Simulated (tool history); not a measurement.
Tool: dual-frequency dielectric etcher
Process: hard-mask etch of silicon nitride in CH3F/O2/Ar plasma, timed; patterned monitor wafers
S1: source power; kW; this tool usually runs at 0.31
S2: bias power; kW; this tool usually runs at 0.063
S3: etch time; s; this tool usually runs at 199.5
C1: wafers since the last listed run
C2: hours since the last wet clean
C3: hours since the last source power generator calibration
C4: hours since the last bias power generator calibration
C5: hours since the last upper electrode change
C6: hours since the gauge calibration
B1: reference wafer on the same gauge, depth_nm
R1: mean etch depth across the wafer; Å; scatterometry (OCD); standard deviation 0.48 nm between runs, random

| run | hour | S1 | S2 | S3 | C1 | C2 | C3 | C4 | C5 | C6 | B1 | R1 |
|---|---|---|---|---|---|---|---|---|---|---|---|---|
| 1 | 0 | 0.31 | 0.063 | 199.5 | 0 | 397.4 | 2820.4 | 2659.1 | 2800.3 | 681.9 | 109.1 | 1332 |
|  | 183.8 | wet clean of the chamber |
| 2 | 259.8 | 0.31 | 0.063 | 199.5 | 2167 | 76 | 3080.2 | 2918.9 | 3060.1 | 941.7 | 109.1 | 1343 |
| 3 | 316.6 | 0.31 | 0.063 | 199.5 | 522 | 132.8 | 3137 | 2975.7 | 3116.9 | 998.5 | 109 | 1336 |
| 4 | 395.8 | 0.31 | 0.063 | 199.5 | 728 | 212 | 3216.2 | 3054.9 | 3196.1 | 1077.7 | 109 | 1340 |
| 5 | 441.7 | 0.31 | 0.063 | 199.5 | 421 | 257.9 | 3262.1 | 3100.8 | 3242 | 1123.6 | 108.9 | 1346 |
| 6 | 505.4 | 0.31 | 0.063 | 199.5 | 585 | 321.6 | 3325.8 | 3164.5 | 3305.7 | 1187.3 | 109 | 1325 |
|  | 514.9 | gauge calibrated |
| 7 | 579.3 | 0.31 | 0.073 | 234 | 679 | 395.5 | 3399.7 | 3238.4 | 3379.6 | 64.4 | 109 | 1659 |
|  | 608.2 | source power generator calibrated |
|  | 693.4 | wet clean of the chamber |
| 8 | 754.3 | 0.28 | 0.063 | 199.5 | 1351 | 60.9 | 146.1 | 3413.4 | 3554.6 | 239.4 | 109 | 1287 |
| 9 | 834.1 | 0.39 | 0.063 | 199.5 | 733 | 140.7 | 225.9 | 3493.2 | 3634.4 | 319.2 | 109 | 1453 |
| 10 | 891.5 | 0.31 | 0.063 | 199.5 | 527 | 198.1 | 283.3 | 3550.6 | 3691.8 | 376.6 | 108.9 | 1324 |
| 11 | 939.1 | 0.31 | 0.063 | 199.5 | 437 | 245.7 | 330.9 | 3598.2 | 3739.4 | 424.2 | 109 | 1338 |
|  | 987.4 | bias power generator calibrated |
|  | 1072.8 | upper electrode replaced |
| 12 | 1101.3 | 0.29 | 0.05 | 257.5 | 1233 | 407.9 | 493.1 | 113.9 | 28.5 | 586.4 | 109 | 1506 |
| 13 | 1140.3 | 0.31 | 0.079 | 199.5 | 358 | 446.9 | 532.1 | 152.9 | 67.5 | 625.4 | 109 | 1466 |
|  | 1164.8 | wet clean of the chamber |
| 14 | 1231.1 | 0.26 | 0.079 | 217 | 614 | 66.3 | 622.9 | 243.7 | 158.3 | 716.2 | 109 | 1528 |
| 15 | 1310.2 | 0.31 | 0.063 | 199.5 | 727 | 145.4 | 702 | 322.8 | 237.4 | 795.3 | 109.1 | 1345 |
| 16 | 1403.7 | 0.24 | 0.058 | 145 | 859 | 238.9 | 795.5 | 416.3 | 330.9 | 888.8 | 108.9 | 852 |

5 ways to go on from here, each from the tool as it stands after run 16. What would each give?
| A | 1404.2 | 0.31 | 0.063 | 227 | 4 | 239.4 | 796 | 416.8 | 331.4 | 889.3 | ? | ? |
| B | 1404.2 | 0.31 | 0.057 | 240 | 4 | 239.4 | 796 | 416.8 | 331.4 | 889.3 | ? | ? |
| C | 1404.2 | 0.26 | 0.072 | 199.5 | 4 | 239.4 | 796 | 416.8 | 331.4 | 889.3 | ? | ? |
| D | 1404.2 | 0.36 | 0.051 | 256 | 4 | 239.4 | 796 | 416.8 | 331.4 | 889.3 | ? | ? |
| E | 1404.2 | 0.24 | 0.075 | 259 | 4 | 239.4 | 796 | 416.8 | 331.4 | 889.3 | ? | ? |

| run | B1 | R1 |
|---|---|---|
| A | 109.1 | 1519 |
| B | 109.1 | 1535 |
| C | 109.1 | 1333 |
| D | 109.1 | 1644 |
| E | 109.1 | 1715 |
Without the tool's unlogged condition, the same runs would have read:
| run | R1 |
|---|---|
| A | 1529 |
| B | 1545 |
| C | 1342 |
| D | 1655 |
| E | 1726 |
